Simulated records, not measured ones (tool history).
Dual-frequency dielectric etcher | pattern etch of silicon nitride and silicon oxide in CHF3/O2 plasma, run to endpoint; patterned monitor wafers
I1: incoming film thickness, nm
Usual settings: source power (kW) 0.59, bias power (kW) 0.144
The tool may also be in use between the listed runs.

Run 1, hour 0: usual settings; I1 315.4. Result: endpoint time (s) 224.9.
Run 2, hour 38.4: usual settings; I1 316.6. Result: endpoint time (s) 224.2.
Run 3, hour 49.4: usual settings; I1 319.6. Result: endpoint time (s) 223.1.
At hour 79.7: wet clean of the chamber.
Run 4, hour 80.2: usual settings but bias power (kW) 0.133; I1 319.5. Result: endpoint time (s) 223.6.
Run 5, hour 80.6: usual settings but bias power (kW) 0.133; I1 319.4. Result: endpoint time (s) 222.2.
Run 6, hour 87.4: usual settings but source power (kW) 0.52; I1 315.8. Result: endpoint time (s) 226.6.
At hour 122.1: upper electrode replaced.
Run 7, hour 122.6: usual settings but source power (kW) 0.52; I1 318.4. Result: endpoint time (s) 231.
Run 8, hour 123: usual settings; I1 318.4. Result: endpoint time (s) 218.4.
At hour 140.6: source power generator calibrated.
Run 9, hour 141.1: usual settings; I1 316. Result: endpoint time (s) 219.2.
Run 10, hour 146.5: usual settings but bias power (kW) 0.158; I1 316.3. Result: endpoint time (s) 209.5.
Run 11, hour 163: usual settings but bias power (kW) 0.158; I1 316.1. Result: endpoint time (s) 210.4.
Run 12, hour 173.4: usual settings but bias power (kW) 0.158; I1 313.9. Result: endpoint time (s) 211.5.
Run 13, hour 188.1: usual settings; I1 318.6. Result: endpoint time (s) 220.4.
At hour 202.6: bias power generator calibrated.
Run 14, hour 203.1: usual settings; I1 315.4. Result: endpoint time (s) 216.
Run 15, hour 210.1: usual settings but source power (kW) 0.66, bias power (kW) 0.124; I1 314.4. Result: endpoint time (s) 212.4.
Run 16, hour 219.1: usual settings; I1 319.7. Result: endpoint time (s) 218.2.
Run 17, hour 236.5: usual settings but source power (kW) 0.49, bias power (kW) 0.134; I1 315.8. Result: endpoint time (s) 241.9.
Run 18, hour 253.5: usual settings but source power (kW) 0.52, bias power (kW) 0.168; I1 315. Result: endpoint time (s) 220.1.
Run 19, hour 264.9: usual settings but source power (kW) 0.44, bias power (kW) 0.109; I1 317. Result: endpoint time (s) 266.7.
Run 20, hour 282.6: usual settings but source power (kW) 0.45, bias power (kW) 0.17; I1 317.2. Result: endpoint time (s) 236.2.
Run 21, hour 290.3: usual settings; I1 318.5. Result: endpoint time (s) 222.7.

Run 22 comes next. What will it give?
Run 22, hour 299.8: usual settings but source power (kW) 0.44, bias power (kW) 0.116; I1 315.4. Result: endpoint time (s) ?.

endpoint time (s): 262.1
Without the tool's hidden state the same run would have given endpoint time (s) 259.
